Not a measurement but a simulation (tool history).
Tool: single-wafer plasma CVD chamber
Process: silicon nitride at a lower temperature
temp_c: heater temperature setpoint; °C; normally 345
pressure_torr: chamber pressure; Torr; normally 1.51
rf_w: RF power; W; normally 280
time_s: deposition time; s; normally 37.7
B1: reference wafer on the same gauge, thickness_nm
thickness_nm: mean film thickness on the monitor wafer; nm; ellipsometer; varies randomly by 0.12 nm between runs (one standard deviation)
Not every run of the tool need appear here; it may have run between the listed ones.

run 1 hour=0 | temp_c=349 pressure_torr=1.51 rf_w=280 time_s=37.7 | B1=42.418 | thickness_nm=42.003
run 2 hour=75.6 | temp_c=345 pressure_torr=1.51 rf_w=280 time_s=37.7 | B1=42.416 | thickness_nm=42.008
-- hour=239.4 capacitance manometer re-zeroed and calibrated
run 3 hour=242.7 | temp_c=345 pressure_torr=1.51 rf_w=280 time_s=37.7 | B1=42.475 | thickness_nm=41.898
run 4 hour=286 | temp_c=345 pressure_torr=1.51 rf_w=255 time_s=37.7 | B1=42.501 | thickness_nm=39.775
run 5 hour=370.2 | temp_c=345 pressure_torr=1.51 rf_w=280 time_s=37.7 | B1=42.516 | thickness_nm=42.012
run 6 hour=444.7 | temp_c=345 pressure_torr=1.51 rf_w=280 time_s=37.7 | B1=42.565 | thickness_nm=42.146
run 7 hour=522.1 | temp_c=345 pressure_torr=1.59 rf_w=280 time_s=40.9 | B1=42.587 | thickness_nm=46.401
run 8 hour=570.2 | temp_c=345 pressure_torr=1.59 rf_w=280 time_s=40.9 | B1=42.565 | thickness_nm=46.501
run 9 hour=662 | temp_c=345 pressure_torr=1.51 rf_w=280 time_s=37.7 | B1=42.605 | thickness_nm=42.116
-- hour=692.4 thermocouple changed; heater temperature recalibrated
run 10 hour=700.2 | temp_c=331 pressure_torr=1.74 rf_w=255 time_s=42.4 | B1=42.602 | thickness_nm=47.302
run 11 hour=770.1 | temp_c=345 pressure_torr=1.59 rf_w=280 time_s=40.9 | B1=42.651 | thickness_nm=46.46
run 12 hour=836.8 | temp_c=345 pressure_torr=1.51 rf_w=280 time_s=37.7 | B1=42.654 | thickness_nm=42.326
-- hour=855.9 gauge calibrated
run 13 hour=923.6 | temp_c=345 pressure_torr=1.51 rf_w=280 time_s=31.4 | B1=41.862 | thickness_nm=34.603
run 14 hour=975.7 | temp_c=345 pressure_torr=1.51 rf_w=335 time_s=37.7 | B1=41.875 | thickness_nm=45.806
run 15 hour=1071.4 | temp_c=345 pressure_torr=1.51 rf_w=280 time_s=37.7 | B1=41.931 | thickness_nm=41.493
run 16 hour=1122.3 | temp_c=345 pressure_torr=1.74 rf_w=250 time_s=37.7 | B1=41.937 | thickness_nm=40.719
run 17 hour=1206.1 | temp_c=351 pressure_torr=1.21 rf_w=300 time_s=37.7 | B1=41.987 | thickness_nm=39.986
run 18 hour=1265.9 | temp_c=345 pressure_torr=1.51 rf_w=280 time_s=37.7 | B1=41.989 | thickness_nm=41.438
run 19 hour=1332.7 | temp_c=359 pressure_torr=1.51 rf_w=335 time_s=37.7 | B1=42.012 | thickness_nm=45.394
run 20 hour=1373.6 | temp_c=351 pressure_torr=1.27 rf_w=260 time_s=44.5 | B1=42.037 | thickness_nm=44.542
-- hour=1382.3 capacitance manometer re-zeroed and calibrated
-- hour=1384.1 RF generator calibrated
-- hour=1415.1 showerhead replaced
run 21 hour=1463.1 | temp_c=345 pressure_torr=1.51 rf_w=280 time_s=37.7 | B1=42.105 | thickness_nm=41.76
run 22 hour=1570.3 | temp_c=345 pressure_torr=1.73 rf_w=280 time_s=35.6 | B1=42.082 | thickness_nm=40.922
run 23 hour=1637.6 | temp_c=354 pressure_torr=1.62 rf_w=325 time_s=35.5 | B1=42.137 | thickness_nm=43.06
run 24 hour=1729.7 | temp_c=345 pressure_torr=1.51 rf_w=280 time_s=37.7 | B1=42.184 | thickness_nm=41.431
run 25 hour=1780.4 | temp_c=354 pressure_torr=1.51 rf_w=280 time_s=37.7 | B1=42.184 | thickness_nm=41.363
run 26 hour=1886.9 | temp_c=355 pressure_torr=1.51 rf_w=280 time_s=32.1 | B1=42.188 | thickness_nm=35.369
run 27 hour=1937.5 | temp_c=335 pressure_torr=1.62 rf_w=280 time_s=37.7 | B1=42.219 | thickness_nm=42.725

Here are 5 independent what-if runs from the current tool condition. What would each one return?
run A hour=1937.9 | temp_c=345 pressure_torr=1.4 rf_w=280 time_s=37.7 | B1=? | thickness_nm=?
run B hour=1937.9 | temp_c=339 pressure_torr=1.7 rf_w=245 time_s=30.7 | B1=? | thickness_nm=?
run C hour=1937.9 | temp_c=345 pressure_torr=1.51 rf_w=265 time_s=35 | B1=? | thickness_nm=?
run D hour=1937.9 | temp_c=354 pressure_torr=1.51 rf_w=310 time_s=43.8 | B1=? | thickness_nm=?
run E hour=1937.9 | temp_c=337 pressure_torr=1.51 rf_w=280 time_s=37.7 | B1=? | thickness_nm=?

run=A B1=42.198 thickness_nm=40.706
run=B B1=42.198 thickness_nm=32.844
run=C B1=42.198 thickness_nm=37.578
run=D B1=42.198 thickness_nm=50.943
run=E B1=42.198 thickness_nm=41.827
With the hidden condition removed and each run's random variation left untouched, the same runs would have given:
run=A thickness_nm=40.3
run=B thickness_nm=32.516
run=C thickness_nm=37.204
run=D thickness_nm=50.435
run=E thickness_nm=41.41
